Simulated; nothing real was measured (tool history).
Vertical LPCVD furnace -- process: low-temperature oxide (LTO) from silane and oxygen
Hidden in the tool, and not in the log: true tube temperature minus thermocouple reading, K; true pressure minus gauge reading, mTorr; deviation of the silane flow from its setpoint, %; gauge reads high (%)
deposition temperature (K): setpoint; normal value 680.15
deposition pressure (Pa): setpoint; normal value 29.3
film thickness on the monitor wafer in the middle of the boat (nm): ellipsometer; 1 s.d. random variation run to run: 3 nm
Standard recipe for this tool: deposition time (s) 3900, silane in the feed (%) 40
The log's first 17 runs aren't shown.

| run | hour | deposition temperature (K) | deposition pressure (Pa) | deposition time (s) | silane in the feed (%) | wafers since the last listed run | hours since the last temperature calibration | hours since the pressure gauge was zeroed | hours since the silane flow controller was replaced | hours since the gauge calibration | read-back reference wafer on the same gauge, thickness | film thickness on the monitor wafer in the middle of the boat (nm) |
|---|---|---|---|---|---|---|---|---|---|---|---|---|
| 18 | 1306.6 | 669.15 | 29.3 | 3030 | 40 | 1409 | 399.4 | 397.6 | 4859.9 | 430.9 | 692.24 | 494.69 |
|  | 1359.7 | silane flow controller replaced |
| 19 | 1360.2 | 680.15 | 33.3 | 3900 | 40 | 481 | 453 | 451.2 | 0.5 | 484.5 | 691.36 | 787.53 |
| 20 | 1402.6 | 670.15 | 29.3 | 5160 | 40 | 690 | 495.4 | 493.6 | 42.9 | 526.9 | 691.75 | 817.96 |
| 21 | 1499 | 672.15 | 29.3 | 3900 | 40 | 1569 | 591.8 | 590 | 139.3 | 623.3 | 692.35 | 634.24 |
| 22 | 1576 | 675.15 | 29.3 | 3900 | 40 | 1253 | 668.8 | 667 | 216.3 | 700.3 | 691.67 | 653.98 |
| 23 | 1628.3 | 680.15 | 29.3 | 4680 | 40 | 851 | 721.1 | 719.3 | 268.6 | 752.6 | 692.08 | 832.39 |
| 24 | 1712.3 | 670.15 | 29.3 | 3900 | 37 | 1367 | 805.1 | 803.3 | 352.6 | 836.6 | 692.25 | 566.75 |
| 25 | 1755 | 680.15 | 29.3 | 3900 | 40 | 695 | 847.8 | 846 | 395.3 | 879.3 | 692.14 | 696.43 |
| 26 | 1822.6 | 680.15 | 29.3 | 3900 | 37 | 1100 | 915.4 | 913.6 | 462.9 | 946.9 | 691.2 | 633.5 |
| 27 | 1929.9 | 680.15 | 29.3 | 3390 | 40 | 1746 | 1022.7 | 1020.9 | 570.2 | 1054.2 | 691.93 | 605.4 |
| 28 | 1978 | 680.15 | 29.3 | 3900 | 46 | 782 | 1070.8 | 1069 | 618.3 | 1102.3 | 691.17 | 803.36 |
| 29 | 2034.3 | 690.15 | 31.3 | 2730 | 40 | 916 | 1127.1 | 1125.3 | 674.6 | 1158.6 | 692.24 | 578.01 |
| 30 | 2071.3 | 685.15 | 32 | 2940 | 44 | 602 | 1164.1 | 1162.3 | 711.6 | 1195.6 | 691.83 | 664.69 |

Consider 5 possible next runs. They are alternatives, not a sequence: every one starts from the tool as it was left by run 30. What does each give?
| A | 2076.6 | 680.15 | 29.3 | 3900 | 40 | 86 | 1169.4 | 1167.6 | 716.9 | 1200.9 | ? | ? |
| B | 2076.6 | 680.15 | 29.3 | 4320 | 48 | 86 | 1169.4 | 1167.6 | 716.9 | 1200.9 | ? | ? |
| C | 2076.6 | 680.15 | 35.3 | 3900 | 43 | 86 | 1169.4 | 1167.6 | 716.9 | 1200.9 | ? | ? |
| D | 2076.6 | 690.15 | 32 | 2700 | 48 | 86 | 1169.4 | 1167.6 | 716.9 | 1200.9 | ? | ? |
| E | 2076.6 | 680.15 | 24.7 | 3510 | 40 | 86 | 1169.4 | 1167.6 | 716.9 | 1200.9 | ? | ? |

| run | read-back reference wafer on the same gauge, thickness | film thickness on the monitor wafer in the middle of the boat (nm) |
|---|---|---|
| A | 691.7 | 699.35 |
| B | 691.7 | 929.5 |
| C | 691.7 | 912.76 |
| D | 691.7 | 699.7 |
| E | 691.7 | 528.28 |
With the hidden condition removed and each run's random variation left untouched, the same runs would have given:
| run | film thickness on the monitor wafer in the middle of the boat (nm) |
|---|---|
| A | 693.83 |
| B | 927.97 |
| C | 906.17 |
| D | 698.33 |
| E | 525.11 |
